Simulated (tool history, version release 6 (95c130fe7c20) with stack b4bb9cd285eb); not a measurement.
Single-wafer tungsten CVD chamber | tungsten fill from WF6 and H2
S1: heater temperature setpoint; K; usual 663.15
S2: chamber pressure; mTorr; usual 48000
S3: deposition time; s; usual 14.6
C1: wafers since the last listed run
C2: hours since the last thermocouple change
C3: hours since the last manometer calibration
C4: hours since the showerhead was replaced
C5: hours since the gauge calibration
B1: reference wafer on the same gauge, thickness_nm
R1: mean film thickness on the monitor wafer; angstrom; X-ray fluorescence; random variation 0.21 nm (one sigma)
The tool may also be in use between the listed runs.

{"run": 1, "hour": 0.0, "S1": 657.15, "S2": 44500, "S3": 14.6, "C1": 0, "C2": 1613.1, "C3": 2092.0, "C4": 5688.4, "C5": 144.3, "B1": 54.88, "R1": 430.78}
{"run": 2, "hour": 24.3, "S1": 657.15, "S2": 44500, "S3": 14.6, "C1": 652, "C2": 1637.4, "C3": 2116.3, "C4": 5712.7, "C5": 168.6, "B1": 54.991, "R1": 431.14}
{"run": 3, "hour": 60.0, "S1": 657.15, "S2": 44500, "S3": 14.6, "C1": 958, "C2": 1673.1, "C3": 2152.0, "C4": 5748.4, "C5": 204.3, "B1": 54.895, "R1": 429.85}
{"run": 4, "hour": 74.7, "S1": 663.15, "S2": 55300, "S3": 14.6, "C1": 394, "C2": 1687.8, "C3": 2166.7, "C4": 5763.1, "C5": 219.0, "B1": 54.91, "R1": 526.81}
{"run": 5, "hour": 90.7, "S1": 663.15, "S2": 48000, "S3": 14.6, "C1": 429, "C2": 1703.8, "C3": 2182.7, "C4": 5779.1, "C5": 235.0, "B1": 54.872, "R1": 492.76}
{"run": 6, "hour": 116.8, "S1": 663.15, "S2": 48000, "S3": 14.6, "C1": 700, "C2": 1729.9, "C3": 2208.8, "C4": 5805.2, "C5": 261.1, "B1": 55.147, "R1": 492.43}
{"run": 7, "hour": 145.7, "S1": 663.15, "S2": 48000, "S3": 14.6, "C1": 776, "C2": 1758.8, "C3": 2237.7, "C4": 5834.1, "C5": 290.0, "B1": 54.976, "R1": 495.99}
{"run": 8, "hour": 173.0, "S1": 663.15, "S2": 48000, "S3": 14.6, "C1": 733, "C2": 1786.1, "C3": 2265.0, "C4": 5861.4, "C5": 317.3, "B1": 54.956, "R1": 491.95}
{"hour": 204.7, "done": "thermocouple changed; heater temperature recalibrated"}
{"run": 9, "hour": 228.3, "S1": 663.15, "S2": 48000, "S3": 14.6, "C1": 1270, "C2": 23.6, "C3": 2320.3, "C4": 5916.7, "C5": 372.6, "B1": 55.025, "R1": 497.47}
{"run": 10, "hour": 243.7, "S1": 663.15, "S2": 48000, "S3": 14.6, "C1": 413, "C2": 39.0, "C3": 2335.7, "C4": 5932.1, "C5": 388.0, "B1": 54.999, "R1": 492.48}
{"run": 11, "hour": 265.0, "S1": 663.15, "S2": 48000, "S3": 14.6, "C1": 572, "C2": 60.3, "C3": 2357.0, "C4": 5953.4, "C5": 409.3, "B1": 54.951, "R1": 495.4}
{"hour": 280.2, "done": "gauge calibrated"}
{"run": 12, "hour": 290.4, "S1": 668.15, "S2": 48000, "S3": 14.6, "C1": 682, "C2": 85.7, "C3": 2382.4, "C4": 5978.8, "C5": 10.2, "B1": 54.948, "R1": 536.63}
{"run": 13, "hour": 305.4, "S1": 663.15, "S2": 55300, "S3": 14.6, "C1": 402, "C2": 100.7, "C3": 2397.4, "C4": 5993.8, "C5": 25.2, "B1": 55.021, "R1": 527.67}
{"hour": 315.9, "done": "showerhead replaced"}
{"run": 14, "hour": 335.6, "S1": 668.15, "S2": 56700, "S3": 17.4, "C1": 596, "C2": 130.9, "C3": 2427.6, "C4": 19.7, "C5": 55.4, "B1": 55.03, "R1": 687.98}
{"run": 15, "hour": 354.3, "S1": 663.15, "S2": 48000, "S3": 14.6, "C1": 502, "C2": 149.6, "C3": 2446.3, "C4": 38.4, "C5": 74.1, "B1": 54.999, "R1": 499.84}
{"hour": 365.7, "done": "capacitance manometer re-zeroed and calibrated"}
{"run": 16, "hour": 384.3, "S1": 676.15, "S2": 38200, "S3": 15.9, "C1": 590, "C2": 179.6, "C3": 18.6, "C4": 68.4, "C5": 104.1, "B1": 55.067, "R1": 604.45}
{"run": 17, "hour": 400.6, "S1": 673.15, "S2": 43400, "S3": 11.7, "C1": 437, "C2": 195.9, "C3": 34.9, "C4": 84.7, "C5": 120.4, "B1": 54.966, "R1": 447.63}
{"run": 18, "hour": 418.7, "S1": 671.15, "S2": 59600, "S3": 12.3, "C1": 486, "C2": 214.0, "C3": 53.0, "C4": 102.8, "C5": 138.5, "B1": 54.981, "R1": 521.42}
{"run": 19, "hour": 452.6, "S1": 672.15, "S2": 57100, "S3": 16.5, "C1": 910, "C2": 247.9, "C3": 86.9, "C4": 136.7, "C5": 172.4, "B1": 55.034, "R1": 698.74}
{"run": 20, "hour": 468.6, "S1": 672.15, "S2": 57100, "S3": 16.5, "C1": 429, "C2": 263.9, "C3": 102.9, "C4": 152.7, "C5": 188.4, "B1": 54.972, "R1": 701.81}

The next listed run, before its measurement:
{"run": 21, "hour": 500.7, "S1": 669.15, "S2": 56000, "S3": 17.0, "C1": 862, "C2": 296.0, "C3": 135.0, "C4": 184.8, "C5": 220.5, "B1": "?", "R1": "?"}

{"run 21": {"B1": 55.012, "R1": 681.56}}
Without the tool's hidden state the same run would have given R1 681.56 angstrom.
